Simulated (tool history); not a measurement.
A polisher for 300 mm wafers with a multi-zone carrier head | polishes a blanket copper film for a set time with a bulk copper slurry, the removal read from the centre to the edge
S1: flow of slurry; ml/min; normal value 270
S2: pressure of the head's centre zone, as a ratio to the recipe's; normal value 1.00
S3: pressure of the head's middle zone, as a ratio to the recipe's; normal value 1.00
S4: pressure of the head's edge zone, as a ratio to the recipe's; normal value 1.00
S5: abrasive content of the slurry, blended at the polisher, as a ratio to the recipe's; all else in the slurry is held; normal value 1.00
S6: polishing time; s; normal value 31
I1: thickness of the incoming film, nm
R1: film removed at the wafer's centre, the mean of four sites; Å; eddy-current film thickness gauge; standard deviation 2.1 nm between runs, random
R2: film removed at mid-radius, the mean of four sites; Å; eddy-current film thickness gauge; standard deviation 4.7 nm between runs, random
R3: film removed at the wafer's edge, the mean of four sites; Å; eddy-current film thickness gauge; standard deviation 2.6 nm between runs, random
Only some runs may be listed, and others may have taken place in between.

{"run": 1, "day": 0.0, "S1": 270, "S2": 1.0, "S3": 1.08, "S4": 1.0, "S5": 1.0, "S6": 31, "I1": 1967.8, "R1": 3338, "R2": 3479, "R3": 3266}
{"run": 2, "day": 1.3, "S1": 270, "S2": 1.0, "S3": 1.08, "S4": 1.0, "S5": 1.0, "S6": 31, "I1": 1978.9, "R1": 3311, "R2": 3547, "R3": 3255}
{"run": 3, "day": 1.867, "S1": 270, "S2": 1.0, "S3": 1.08, "S4": 1.0, "S5": 1.0, "S6": 31, "I1": 1936.2, "R1": 3325, "R2": 3658, "R3": 3255}
{"day": 2.775, "done": "worn pad replaced by a new one"}
{"run": 4, "day": 5.125, "S1": 270, "S2": 1.0, "S3": 1.06, "S4": 1.0, "S5": 1.0, "S6": 31, "I1": 1969.2, "R1": 3325, "R2": 3458, "R3": 3250}
{"run": 5, "day": 6.542, "S1": 270, "S2": 1.0, "S3": 1.06, "S4": 1.0, "S5": 1.0, "S6": 31, "I1": 1990.9, "R1": 3291, "R2": 3452, "R3": 3243}
{"run": 6, "day": 7.271, "S1": 270, "S2": 1.0, "S3": 1.0, "S4": 1.0, "S5": 1.0, "S6": 31, "I1": 1983.6, "R1": 3304, "R2": 3272, "R3": 3225}
{"run": 7, "day": 7.8, "S1": 270, "S2": 1.0, "S3": 1.0, "S4": 1.0, "S5": 1.0, "S6": 31, "I1": 1959.2, "R1": 3312, "R2": 3285, "R3": 3234}
{"day": 9.142, "done": "centre zone pressure recalibrated"}
{"day": 9.246, "done": "worn pad replaced by a new one"}
{"run": 8, "day": 9.267, "S1": 270, "S2": 1.0, "S3": 1.0, "S4": 1.0, "S5": 1.0, "S6": 31, "I1": 1974.2, "R1": 3293, "R2": 3293, "R3": 3218}
{"day": 10.225, "done": "edge zone pressure recalibrated"}
{"run": 9, "day": 13.117, "S1": 270, "S2": 1.0, "S3": 1.0, "S4": 1.0, "S5": 1.0, "S6": 31, "I1": 1959.7, "R1": 3239, "R2": 3311, "R3": 3176}
{"day": 14.304, "done": "slurry nozzle cleaned"}
{"run": 10, "day": 14.404, "S1": 270, "S2": 1.0, "S3": 1.0, "S4": 1.0, "S5": 1.0, "S6": 31, "I1": 1984.1, "R1": 3392, "R2": 3459, "R3": 3240}
{"day": 15.375, "done": "worn pad replaced by a new one"}
{"run": 11, "day": 15.725, "S1": 360, "S2": 1.07, "S3": 1.0, "S4": 0.93, "S5": 1.0, "S6": 27, "I1": 1981.6, "R1": 3270, "R2": 3072, "R3": 2848}
{"run": 12, "day": 16.5, "S1": 270, "S2": 1.0, "S3": 0.9, "S4": 1.04, "S5": 1.0, "S6": 23, "I1": 1954.5, "R1": 2502, "R2": 2312, "R3": 2522}
{"run": 13, "day": 17.367, "S1": 270, "S2": 1.08, "S3": 1.05, "S4": 1.0, "S5": 0.7, "S6": 21, "I1": 1990.9, "R1": 2334, "R2": 2329, "R3": 2128}
{"run": 14, "day": 18.842, "S1": 270, "S2": 1.0, "S3": 1.0, "S4": 1.08, "S5": 1.1, "S6": 31, "I1": 1967.3, "R1": 3450, "R2": 3379, "R3": 3516}
{"run": 15, "day": 20.062, "S1": 270, "S2": 1.0, "S3": 1.0, "S4": 1.0, "S5": 1.0, "S6": 31, "I1": 2003.2, "R1": 3363, "R2": 3492, "R3": 3318}
{"day": 20.346, "done": "worn pad replaced by a new one"}
{"run": 16, "day": 21.296, "S1": 270, "S2": 1.0, "S3": 1.0, "S4": 1.0, "S5": 1.0, "S6": 31, "I1": 1953.5, "R1": 3401, "R2": 3351, "R3": 3298}
{"day": 22.042, "done": "carrier head's membrane replaced by a new one"}
{"run": 17, "day": 22.062, "S1": 270, "S2": 1.0, "S3": 1.0, "S4": 0.97, "S5": 1.2, "S6": 24, "I1": 1985.2, "R1": 2697, "R2": 2709, "R3": 2595}
{"run": 18, "day": 24.925, "S1": 270, "S2": 1.0, "S3": 1.0, "S4": 1.0, "S5": 0.85, "S6": 31, "I1": 1972.1, "R1": 3308, "R2": 3355, "R3": 3226}
{"run": 19, "day": 25.883, "S1": 270, "S2": 1.0, "S3": 1.0, "S4": 1.0, "S5": 1.0, "S6": 31, "I1": 1986.8, "R1": 3381, "R2": 3303, "R3": 3318}
{"day": 26.733, "done": "worn pad replaced by a new one"}
{"run": 20, "day": 27.258, "S1": 270, "S2": 1.0, "S3": 1.06, "S4": 0.94, "S5": 1.1, "S6": 25, "I1": 1974.1, "R1": 2761, "R2": 2956, "R3": 2636}
{"run": 21, "day": 28.396, "S1": 340, "S2": 1.0, "S3": 0.92, "S4": 1.0, "S5": 1.2, "S6": 22, "I1": 1949.5, "R1": 2534, "R2": 2431, "R3": 2430}

Run-by-run hidden state of the tool:
removal rate lost through wear of the pad, %: 0 on each run
deviation of the centre zone's pressure from its setpoint, %: 0 on each run
deviation of the edge zone's pressure from its setpoint, %: 0 on each run
H1: slurry flow missing at the pad, %
run=1 H1=11.5
run=2 H1=12.8
run=3 H1=13.4
run=4 H1=17.1
run=5 H1=18.9
run=6 H1=19.9
run=7 H1=20.6
run=8 H1=22.7
run=9 H1=28.7
run=10 H1=3.73
run=11 H1=3.78
run=12 H1=3.86
run=13 H1=3.98
run=14 H1=4.29
run=15 H1=4.63
run=16 H1=5.06
run=17 H1=5.37
run=18 H1=6.8
run=19 H1=7.38
run=20 H1=8.3
run=21 H1=9.14
